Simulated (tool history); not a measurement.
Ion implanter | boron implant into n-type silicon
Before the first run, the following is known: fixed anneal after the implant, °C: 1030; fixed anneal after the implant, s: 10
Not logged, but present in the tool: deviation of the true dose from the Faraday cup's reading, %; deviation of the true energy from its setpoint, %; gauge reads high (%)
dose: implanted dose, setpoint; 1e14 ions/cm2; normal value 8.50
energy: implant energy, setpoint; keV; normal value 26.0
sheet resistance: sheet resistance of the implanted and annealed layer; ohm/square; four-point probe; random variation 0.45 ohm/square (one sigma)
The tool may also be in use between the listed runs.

| run | hour | dose | energy | wafers since the last listed run | hours since the last dose calibration | hours since the extraction supply was calibrated | hours since the gauge calibration | read-back reference wafer on the same gauge, sheet resistance | sheet resistance |
|---|---|---|---|---|---|---|---|---|---|
| 1 | 0.0 | 8.50 | 26.0 | 0 | 2155.2 | 5529.0 | 227.1 | 153.03 | 131.73 |
| 2 | 101.1 | 8.50 | 26.0 | 956 | 2256.3 | 5630.1 | 328.2 | 152.91 | 131.32 |
| 3 | 160.2 | 8.50 | 26.0 | 559 | 2315.4 | 5689.2 | 387.3 | 152.87 | 130.88 |
| 4 | 258.5 | 8.50 | 22.0 | 930 | 2413.7 | 5787.5 | 485.6 | 153.03 | 132.05 |
|  | 291.6 | Faraday cup replaced and dose calibrated |
| 5 | 333.6 | 8.50 | 22.0 | 635 | 42.0 | 5862.6 | 560.7 | 152.95 | 129.84 |
|  | 422.5 | Faraday cup replaced and dose calibrated, repeated, since the last time left the tool worse |
| 6 | 423.0 | 8.50 | 20.0 | 770 | 0.5 | 5952.0 | 650.1 | 152.84 | 138.73 |
| 7 | 462.1 | 8.50 | 20.0 | 370 | 39.6 | 5991.1 | 689.2 | 153.08 | 138.21 |
| 8 | 506.6 | 10.21 | 26.0 | 421 | 84.1 | 6035.6 | 733.7 | 153.00 | 115.84 |
|  | 545.3 | extraction supply calibrated |
| 9 | 557.8 | 7.86 | 18.0 | 408 | 135.3 | 12.5 | 784.9 | 152.95 | 150.56 |
|  | 604.9 | gauge calibrated |
| 10 | 647.1 | 8.50 | 28.5 | 845 | 224.6 | 101.8 | 42.2 | 153.04 | 134.93 |
| 11 | 689.0 | 7.49 | 32.5 | 396 | 266.5 | 143.7 | 84.1 | 152.90 | 147.96 |
| 12 | 762.2 | 7.57 | 18.0 | 692 | 339.7 | 216.9 | 157.3 | 152.87 | 155.14 |
| 13 | 814.9 | 8.50 | 18.5 | 498 | 392.4 | 269.6 | 210.0 | 153.16 | 138.95 |
| 14 | 880.8 | 8.50 | 26.0 | 623 | 458.3 | 335.5 | 275.9 | 152.92 | 135.93 |

Measured minus without-hidden-state, run by run (identical run-to-run variation in each term; gauge scatter may differ):
| run | sheet resistance |
|---|---|
| 1 | -3.72 |
| 2 | -4.11 |
| 3 | -4.34 |
| 4 | -4.87 |
| 5 | -7.24 |
| 6 | +0.39 |
| 7 | +0.39 |
| 8 | +0.31 |
| 9 | +0.41 |
| 10 | +0.33 |
| 11 | +0.32 |
| 12 | +0.31 |
| 13 | +0.24 |
| 14 | +0.17 |

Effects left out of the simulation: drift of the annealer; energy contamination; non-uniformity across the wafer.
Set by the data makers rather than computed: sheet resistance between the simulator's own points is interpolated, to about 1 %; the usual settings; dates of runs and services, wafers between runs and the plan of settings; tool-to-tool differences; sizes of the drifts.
